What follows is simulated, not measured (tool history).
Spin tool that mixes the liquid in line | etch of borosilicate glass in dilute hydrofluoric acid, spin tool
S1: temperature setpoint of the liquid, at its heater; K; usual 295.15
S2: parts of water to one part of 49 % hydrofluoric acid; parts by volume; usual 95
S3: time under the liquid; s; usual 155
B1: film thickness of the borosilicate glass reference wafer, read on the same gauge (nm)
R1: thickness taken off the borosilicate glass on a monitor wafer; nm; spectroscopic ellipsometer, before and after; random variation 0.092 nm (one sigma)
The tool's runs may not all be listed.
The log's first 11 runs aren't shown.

{"run": 12, "hour": 535.9, "S1": 295.15, "S2": 95, "S3": 205, "B1": 110.01, "R1": 31.12}
{"run": 13, "hour": 604.6, "S1": 295.15, "S2": 115, "S3": 185, "B1": 109.98, "R1": 22.66}
{"hour": 608.7, "done": "hydrofluoric acid flow meter replaced"}
{"run": 14, "hour": 648.4, "S1": 295.15, "S2": 115, "S3": 185, "B1": 110.02, "R1": 23.7}
{"run": 15, "hour": 702.9, "S1": 293.65, "S2": 95, "S3": 105, "B1": 110.03, "R1": 15.7}
{"run": 16, "hour": 756.6, "S1": 293.65, "S2": 95, "S3": 105, "B1": 109.97, "R1": 15.53}
{"run": 17, "hour": 802.7, "S1": 297.65, "S2": 95, "S3": 155, "B1": 109.99, "R1": 26.93}
{"run": 18, "hour": 856.3, "S1": 291.65, "S2": 95, "S3": 220, "B1": 110.02, "R1": 29.82}
{"run": 19, "hour": 894.7, "S1": 295.15, "S2": 55, "S3": 70, "B1": 110, "R1": 19.89}
{"run": 20, "hour": 962.9, "S1": 296.65, "S2": 65, "S3": 185, "B1": 109.96, "R1": 46.74}
{"run": 21, "hour": 1022.9, "S1": 295.15, "S2": 95, "S3": 155, "B1": 110.02, "R1": 24.34}
{"hour": 1036.2, "done": "thermometer replaced"}
{"run": 22, "hour": 1051.5, "S1": 295.15, "S2": 95, "S3": 155, "B1": 110, "R1": 25.91}
{"run": 23, "hour": 1107.0, "S1": 298.15, "S2": 70, "S3": 240, "B1": 110, "R1": 63.18}
{"run": 24, "hour": 1173.5, "S1": 297.65, "S2": 45, "S3": 110, "B1": 109.99, "R1": 45.62}
{"run": 25, "hour": 1212.6, "S1": 292.15, "S2": 125, "S3": 240, "B1": 109.99, "R1": 26.1}
{"hour": 1240.8, "done": "gauge calibrated"}
{"run": 26, "hour": 1372.7, "S1": 295.15, "S2": 95, "S3": 155, "B1": 110.01, "R1": 25.69}
{"run": 27, "hour": 1407.3, "S1": 299.15, "S2": 95, "S3": 210, "B1": 109.99, "R1": 40.69}
{"run": 28, "hour": 1450.0, "S1": 295.15, "S2": 95, "S3": 155, "B1": 110, "R1": 25.6}
{"run": 29, "hour": 1515.4, "S1": 295.15, "S2": 95, "S3": 200, "B1": 109.99, "R1": 32.88}
{"run": 30, "hour": 1549.0, "S1": 293.15, "S2": 95, "S3": 250, "B1": 109.96, "R1": 38.06}
{"run": 31, "hour": 1614.1, "S1": 295.15, "S2": 95, "S3": 155, "B1": 110, "R1": 25.54}
{"run": 32, "hour": 1679.4, "S1": 295.15, "S2": 50, "S3": 65, "B1": 110.03, "R1": 21.44}
{"run": 33, "hour": 1712.8, "S1": 297.15, "S2": 55, "S3": 155, "B1": 110.03, "R1": 49.95}

Forecast each of these 4 alternatives for the next run:
{"run": "A", "hour": 1713.3, "S1": 295.15, "S2": 95, "S3": 195, "B1": "?", "R1": "?"}
{"run": "B", "hour": 1713.3, "S1": 299.65, "S2": 70, "S3": 65, "B1": "?", "R1": "?"}
{"run": "C", "hour": 1713.3, "S1": 295.15, "S2": 95, "S3": 235, "B1": "?", "R1": "?"}
{"run": "D", "hour": 1713.3, "S1": 295.15, "S2": 45, "S3": 155, "B1": "?", "R1": "?"}

run=A B1=110 R1=32
run=B B1=110 R1=17.91
run=C B1=110 R1=38.57
run=D B1=110 R1=57.12
Without the tool's hidden state the same runs would have given:
run=A R1=33.24
run=B R1=18.59
run=C R1=40.06
run=D R1=59.31

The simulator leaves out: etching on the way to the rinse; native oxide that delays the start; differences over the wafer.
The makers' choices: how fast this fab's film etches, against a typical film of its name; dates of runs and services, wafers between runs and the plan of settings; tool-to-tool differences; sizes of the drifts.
